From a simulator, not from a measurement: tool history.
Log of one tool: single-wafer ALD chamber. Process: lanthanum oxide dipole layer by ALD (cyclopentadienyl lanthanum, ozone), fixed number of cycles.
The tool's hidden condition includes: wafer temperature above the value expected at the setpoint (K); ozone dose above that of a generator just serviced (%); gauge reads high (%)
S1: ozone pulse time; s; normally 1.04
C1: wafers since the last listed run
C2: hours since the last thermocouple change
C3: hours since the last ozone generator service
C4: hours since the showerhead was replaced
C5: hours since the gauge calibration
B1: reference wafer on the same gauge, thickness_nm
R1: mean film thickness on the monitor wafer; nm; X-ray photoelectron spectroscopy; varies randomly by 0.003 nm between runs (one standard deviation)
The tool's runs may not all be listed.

{"run": 1, "hour": 0.0, "S1": 1.04, "C1": 0, "C2": 689.0, "C3": 299.6, "C4": 3211.6, "C5": 257.6, "B1": 0.489, "R1": 0.508}
{"run": 2, "hour": 27.3, "S1": 1.04, "C1": 520, "C2": 716.3, "C3": 326.9, "C4": 3238.9, "C5": 284.9, "B1": 0.49, "R1": 0.507}
{"run": 3, "hour": 87.6, "S1": 1.04, "C1": 1149, "C2": 776.6, "C3": 387.2, "C4": 3299.2, "C5": 345.2, "B1": 0.491, "R1": 0.51}
{"run": 4, "hour": 128.2, "S1": 1.04, "C1": 774, "C2": 817.2, "C3": 427.8, "C4": 3339.8, "C5": 385.8, "B1": 0.489, "R1": 0.497}
{"run": 5, "hour": 168.2, "S1": 0.94, "C1": 762, "C2": 857.2, "C3": 467.8, "C4": 3379.8, "C5": 425.8, "B1": 0.49, "R1": 0.481}
{"run": 6, "hour": 228.0, "S1": 0.94, "C1": 1140, "C2": 917.0, "C3": 527.6, "C4": 3439.6, "C5": 485.6, "B1": 0.491, "R1": 0.477}
{"run": 7, "hour": 284.7, "S1": 0.94, "C1": 1081, "C2": 973.7, "C3": 584.3, "C4": 3496.3, "C5": 542.3, "B1": 0.49, "R1": 0.48}
{"run": 8, "hour": 311.8, "S1": 1.04, "C1": 516, "C2": 1000.8, "C3": 611.4, "C4": 3523.4, "C5": 569.4, "B1": 0.49, "R1": 0.492}
{"run": 9, "hour": 348.2, "S1": 1.04, "C1": 694, "C2": 1037.2, "C3": 647.8, "C4": 3559.8, "C5": 605.8, "B1": 0.49, "R1": 0.489}
{"run": 10, "hour": 393.9, "S1": 1.04, "C1": 871, "C2": 1082.9, "C3": 693.5, "C4": 3605.5, "C5": 651.5, "B1": 0.49, "R1": 0.488}
{"run": 11, "hour": 436.1, "S1": 1.04, "C1": 804, "C2": 1125.1, "C3": 735.7, "C4": 3647.7, "C5": 693.7, "B1": 0.49, "R1": 0.488}
{"run": 12, "hour": 483.7, "S1": 0.86, "C1": 907, "C2": 1172.7, "C3": 783.3, "C4": 3695.3, "C5": 741.3, "B1": 0.489, "R1": 0.452}
{"hour": 515.3, "done": "gauge calibrated"}
{"hour": 533.8, "done": "ozone generator serviced"}
{"run": 13, "hour": 554.2, "S1": 1.04, "C1": 1191, "C2": 1243.2, "C3": 20.4, "C4": 3765.8, "C5": 38.9, "B1": 0.49, "R1": 0.525}
{"hour": 609.6, "done": "showerhead replaced"}
{"run": 14, "hour": 610.1, "S1": 1.36, "C1": 913, "C2": 1299.1, "C3": 76.3, "C4": 0.5, "C5": 94.8, "B1": 0.489, "R1": 0.548}
{"run": 15, "hour": 667.1, "S1": 1.4, "C1": 1086, "C2": 1356.1, "C3": 133.3, "C4": 57.5, "C5": 151.8, "B1": 0.491, "R1": 0.551}
{"hour": 701.5, "done": "thermocouple changed; heater temperature recalibrated"}
{"run": 16, "hour": 706.5, "S1": 0.68, "C1": 598, "C2": 5.0, "C3": 172.7, "C4": 96.9, "C5": 191.2, "B1": 0.491, "R1": 0.452}
{"run": 17, "hour": 733.0, "S1": 1.04, "C1": 505, "C2": 31.5, "C3": 199.2, "C4": 123.4, "C5": 217.7, "B1": 0.49, "R1": 0.513}
{"run": 18, "hour": 772.0, "S1": 1.35, "C1": 743, "C2": 70.5, "C3": 238.2, "C4": 162.4, "C5": 256.7, "B1": 0.489, "R1": 0.547}
{"run": 19, "hour": 835.4, "S1": 1.22, "C1": 1208, "C2": 133.9, "C3": 301.6, "C4": 225.8, "C5": 320.1, "B1": 0.49, "R1": 0.529}
{"run": 20, "hour": 875.3, "S1": 1.19, "C1": 760, "C2": 173.8, "C3": 341.5, "C4": 265.7, "C5": 360.0, "B1": 0.49, "R1": 0.522}
{"run": 21, "hour": 989.0, "S1": 1.23, "C1": 2168, "C2": 287.5, "C3": 455.2, "C4": 379.4, "C5": 473.7, "B1": 0.49, "R1": 0.523}

Hidden state or all else? Some run-to-run changes of R1, split into what the settings, what came in and random variation would give without the hidden state, and what is left for the hidden state (with any gauge scatter that isn't in both results):
Run 11 -> 12: S1 1.04 -> 0.86. R1 -0.036 nm: hidden state -0.008, all else -0.028.
Run 12 -> 13: S1 0.86 -> 1.04, gauge calibrated, ozone generator serviced. R1 +0.073 nm: hidden state +0.047, all else +0.026.
Run 15 -> 16: S1 1.40 -> 0.68, thermocouple changed; heater temperature recalibrated. R1 -0.099 nm: hidden state -0.006, all else -0.093.
